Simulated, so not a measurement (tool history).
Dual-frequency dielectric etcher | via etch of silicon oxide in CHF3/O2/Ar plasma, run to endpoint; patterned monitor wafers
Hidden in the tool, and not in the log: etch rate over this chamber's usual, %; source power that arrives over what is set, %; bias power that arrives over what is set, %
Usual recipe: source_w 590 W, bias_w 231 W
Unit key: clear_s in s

| run | hour | source_w | bias_w | wafers since the last listed run | hours since the last wet clean | hours since the last source power generator calibration | hours since the last bias power generator calibration | hours since the last upper electrode change | incoming incoming film thickness, nm | clear_s |
|---|---|---|---|---|---|---|---|---|---|---|
| 1 | 0.0 | 660 | 200 | 0 | 313.6 | 3701.1 | 3130.8 | 3957.6 | 761.4 | 327.1 |
|  | 26.8 | upper electrode replaced |
| 2 | 27.3 | 590 | 231 | 18 | 340.9 | 3728.4 | 3158.1 | 0.5 | 766.6 | 336.9 |
| 3 | 41.8 | 590 | 231 | 80 | 355.4 | 3742.9 | 3172.6 | 15.0 | 770.9 | 339.3 |
| 4 | 59.3 | 680 | 231 | 97 | 372.9 | 3760.4 | 3190.1 | 32.5 | 767.6 | 324.8 |
| 5 | 82.9 | 680 | 231 | 131 | 396.5 | 3784.0 | 3213.7 | 56.1 | 770.9 | 320.1 |
| 6 | 108.6 | 680 | 231 | 142 | 422.2 | 3809.7 | 3239.4 | 81.8 | 762.2 | 321.7 |
| 7 | 143.3 | 650 | 231 | 192 | 456.9 | 3844.4 | 3274.1 | 116.5 | 769.9 | 323.8 |
| 8 | 161.6 | 650 | 231 | 101 | 475.2 | 3862.7 | 3292.4 | 134.8 | 756.8 | 318.9 |
|  | 189.0 | wet clean of the chamber |
| 9 | 189.5 | 650 | 231 | 21 | 0.5 | 3890.6 | 3320.3 | 162.7 | 768.4 | 341.2 |
|  | 217.5 | bias power generator calibrated |
| 10 | 218.0 | 590 | 231 | 136 | 29.0 | 3919.1 | 0.5 | 191.2 | 763.9 | 351.5 |
| 11 | 226.2 | 590 | 231 | 45 | 37.2 | 3927.3 | 8.7 | 199.4 | 768.7 | 349.4 |
| 12 | 254.2 | 680 | 208 | 155 | 65.2 | 3955.3 | 36.7 | 227.4 | 756.2 | 333.5 |
| 13 | 290.1 | 640 | 251 | 199 | 101.1 | 3991.2 | 72.6 | 263.3 | 772.2 | 335.9 |
| 14 | 311.6 | 590 | 231 | 119 | 122.6 | 4012.7 | 94.1 | 284.8 | 769.2 | 349.5 |
| 15 | 325.6 | 590 | 231 | 77 | 136.6 | 4026.7 | 108.1 | 298.8 | 760.4 | 345.3 |
|  | 355.8 | source power generator calibrated |
| 16 | 356.3 | 490 | 255 | 148 | 167.3 | 0.5 | 138.8 | 329.5 | 764.8 | 359.8 |
| 17 | 370.0 | 710 | 231 | 76 | 181.0 | 14.2 | 152.5 | 343.2 | 771.9 | 329.3 |
| 18 | 402.9 | 590 | 231 | 182 | 213.9 | 47.1 | 185.4 | 376.1 | 766.5 | 343.5 |
| 19 | 427.9 | 720 | 231 | 138 | 238.9 | 72.1 | 210.4 | 401.1 | 764.3 | 321.5 |
| 20 | 457.1 | 590 | 231 | 162 | 268.1 | 101.3 | 239.6 | 430.3 | 767.8 | 342.9 |
| 21 | 479.4 | 590 | 231 | 123 | 290.4 | 123.6 | 261.9 | 452.6 | 769.1 | 344.6 |
| 22 | 506.9 | 630 | 254 | 152 | 317.9 | 151.1 | 289.4 | 480.1 | 762.2 | 323.4 |
| 23 | 520.1 | 590 | 231 | 73 | 331.1 | 164.3 | 302.6 | 493.3 | 771.7 | 345.5 |
| 24 | 534.3 | 590 | 231 | 78 | 345.3 | 178.5 | 316.8 | 507.5 | 773.7 | 345.3 |
| 25 | 548.2 | 590 | 231 | 77 | 359.2 | 192.4 | 330.7 | 521.4 | 770.1 | 339.5 |
| 26 | 567.6 | 500 | 177 | 107 | 378.6 | 211.8 | 350.1 | 540.8 | 761.4 | 370.2 |
| 27 | 655.4 | 460 | 196 | 487 | 466.4 | 299.6 | 437.9 | 628.6 | 761.4 | 368.1 |
| 28 | 679.7 | 590 | 274 | 134 | 490.7 | 323.9 | 462.2 | 652.9 | 768.8 | 323.6 |
| 29 | 700.1 | 680 | 278 | 113 | 511.1 | 344.3 | 482.6 | 673.3 | 765.9 | 309.6 |
| 30 | 720.4 | 590 | 231 | 112 | 531.4 | 364.6 | 502.9 | 693.6 | 770.9 | 332.5 |
|  | 747.0 | wet clean of the chamber |
| 31 | 747.5 | 660 | 249 | 17 | 0.5 | 391.7 | 530.0 | 720.7 | 763.4 | 336.2 |

Run 32 comes next. What will it give?
| 32 | 761.7 | 520 | 288 | 78 | 14.7 | 405.9 | 544.2 | 734.9 | 770.7 | ? |

clear_s: 354.8 s
The same run, on a tool lacking any hidden state, would have yielded clear_s 351.7 s.
